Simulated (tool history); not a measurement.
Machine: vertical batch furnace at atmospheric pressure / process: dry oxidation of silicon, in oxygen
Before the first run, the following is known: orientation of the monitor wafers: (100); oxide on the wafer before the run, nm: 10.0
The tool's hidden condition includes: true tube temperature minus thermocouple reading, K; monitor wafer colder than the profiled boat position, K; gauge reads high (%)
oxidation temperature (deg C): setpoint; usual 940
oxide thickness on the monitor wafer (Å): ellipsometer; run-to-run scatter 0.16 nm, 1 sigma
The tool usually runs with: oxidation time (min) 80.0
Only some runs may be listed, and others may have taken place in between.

run     day  oxidation temperature (deg C)  oxidation time (min)  wafers since the last listed run  hours since the last temperature calibration  hours since the boat lift was adjusted  hours since the gauge calibration  read-back reference wafer on the same gauge, thickness  oxide thickness on the monitor wafer (Å)
  1   0.000                            956                  80.0                                 0                                        1926.8                                  1910.2                              503.8                                                   36.69                                     431.9
  2   2.904                            956                  80.0                              1266                                        1996.5                                  1979.9                              573.5                                                   36.67                                     433.9
  3   4.117                            940                  80.0                               528                                        2025.6                                  2009.0                              602.6                                                   36.70                                     376.2
  4   6.946                            940                  80.0                              1233                                        2093.5                                  2076.9                              670.5                                                   36.72                                     378.0
  5   8.646                            940                  80.0                               741                                        2134.3                                  2117.7                              711.3                                                   36.69                                     374.8
  6  11.608                            940                  80.0                              1291                                        2205.4                                  2188.8                              782.4                                                   36.70                                     378.5
  7  14.333                            940                  80.0                              1187                                        2270.8                                  2254.2                              847.8                                                   36.67                                     375.5
  8  17.075                            940                  80.0                              1195                                        2336.6                                  2320.0                              913.6                                                   36.71                                     377.9
  9  21.088                            940                  80.0                              1749                                        2432.9                                  2416.3                             1009.9                                                   36.71                                     374.9
 10  22.300                            928                  80.0                               528                                        2462.0                                  2445.4                             1039.0                                                   36.68                                     339.0
 11  23.371                            949                  51.5                               466                                        2487.7                                  2471.1                             1064.7                                                   36.72                                     315.6
 12  24.375                            957                  88.0                               437                                        2511.8                                  2495.2                             1088.8                                                   36.70                                     462.6
 13  26.942                            957                  88.0                              1118                                        2573.4                                  2556.8                             1150.4                                                   36.69                                     463.0
 14  34.050                            957                  88.0                              3098                                        2744.0                                  2727.4                             1321.0                                                   36.71                                     462.1
 15  36.158                            923                  80.0                               919                                        2794.6                                  2778.0                             1371.6                                                   36.69                                     323.7
 16  37.679                            923                  80.0                               663                                        2831.1                                  2814.5                             1408.1                                                   36.73                                     324.6
 17  39.458                            923                  80.0                               775                                        2873.8                                  2857.2                             1450.8                                                   36.69                                     327.2
 18  42.333                            953                  93.0                              1253                                        2942.8                                  2926.2                             1519.8                                                   36.70                                     463.4
 19  43.579                            953                  93.0                               543                                        2972.7                                  2956.1                             1549.7                                                   36.68                                     466.2
 20  46.312                            940                  80.0                              1191                                        3038.3                                  3021.7                             1615.3                                                   36.68                                     377.7
 21  48.933                            960                  51.5                              1142                                        3101.2                                  3084.6                             1678.2                                                   36.71                                     346.3
     49.758  -- gauge calibrated
 22  50.033                            940                  80.0                               479                                        3127.6                                  3111.0                                6.6                                                   36.66                                     377.9
 23  52.783                            924                  80.0                              1198                                        3193.6                                  3177.0                               72.6                                                   36.68                                     329.8
 24  55.183                            956                  80.0                              1046                                        3251.2                                  3234.6                              130.2                                                   36.72                                     433.4
     57.154  -- boat lift adjusted
 25  57.175                            940                  80.0                               432                                        3299.0                                     0.5                              178.0                                                   36.71                                     386.5
 26  59.588                            947                  80.0                              1051                                        3356.9                                    58.4                              235.9                                                   36.67                                     413.9
 27  62.083                            940                  64.0                              1088                                        3416.8                                   118.3                              295.8                                                   36.71                                     339.5
 28  64.238                            940                  80.0                               939                                        3468.5                                   170.0                              347.5                                                   36.73                                     389.2
 29  66.954                            918                 115.0                              1184                                        3533.7                                   235.2                              412.7                                                   36.70                                     396.2
 30  68.383                            940                  68.5                               623                                        3568.0                                   269.5                              447.0                                                   36.69                                     351.2
     70.792  -- thermocouples replaced and temperature profile calibrated
 31  70.812                            940                  80.0                               623                                           0.5                                   327.8                              505.3                                                   36.69                                     387.7
 32  72.838                            940                  80.0                               882                                          49.1                                   376.4                              553.9                                                   36.70                                     382.7
 33  74.338                            927                  80.0                               653                                          85.1                                   412.4                              589.9                                                   36.68                                     343.4
 34  76.554                            917                  94.0                               966                                         138.3                                   465.6                              643.1                                                   36.71                                     346.9
 35  78.958                            947                 100.5                              1048                                         196.0                                   523.3                              700.8                                                   36.72                                     472.8
 36  81.633                            954                 112.5                              1166                                         260.2                                   587.5                              765.0                                                   36.71                                     540.5
 37  82.921                            960                 102.5                               561                                         291.1                                   618.4                              795.9                                                   36.70                                     530.5
 38  85.079                            948                 109.0                               940                                         342.9                                   670.2                              847.7                                                   36.68                                     498.5
 39  87.967                            957                  48.0                              1258                                         412.2                                   739.5                              917.0                                                   36.70                                     328.4
 40  90.650                            923                  80.0                              1169                                         476.6                                   803.9                              981.4                                                   36.71                                     328.9

What was the tool's hidden state at every run in the log?
true tube temperature minus thermocouple reading, K: 0 across all the runs
gauge reads high (%): 0 across all the runs
H1: monitor wafer colder than the profiled boat position, K
run      H1
  1    3.68
  2    3.72
  3    3.74
  4    3.77
  5    3.79
  6    3.83
  7    3.86
  8    3.89
  9    3.92
 10    3.93
 11    3.94
 12    3.95
 13    3.97
 14    4.02
 15    4.04
 16    4.04
 17    4.06
 18    4.07
 19    4.08
 20    4.09
 21     4.1
 22    4.11
 23    4.12
 24    4.13
 25  0.0451
 26   0.284
 27   0.517
 28   0.707
 29   0.934
 30    1.05
 31    1.23
 32    1.37
 33    1.48
 34    1.62
 35    1.77
 36    1.93
 37       2
 38    2.11
 39    2.26
 40    2.38
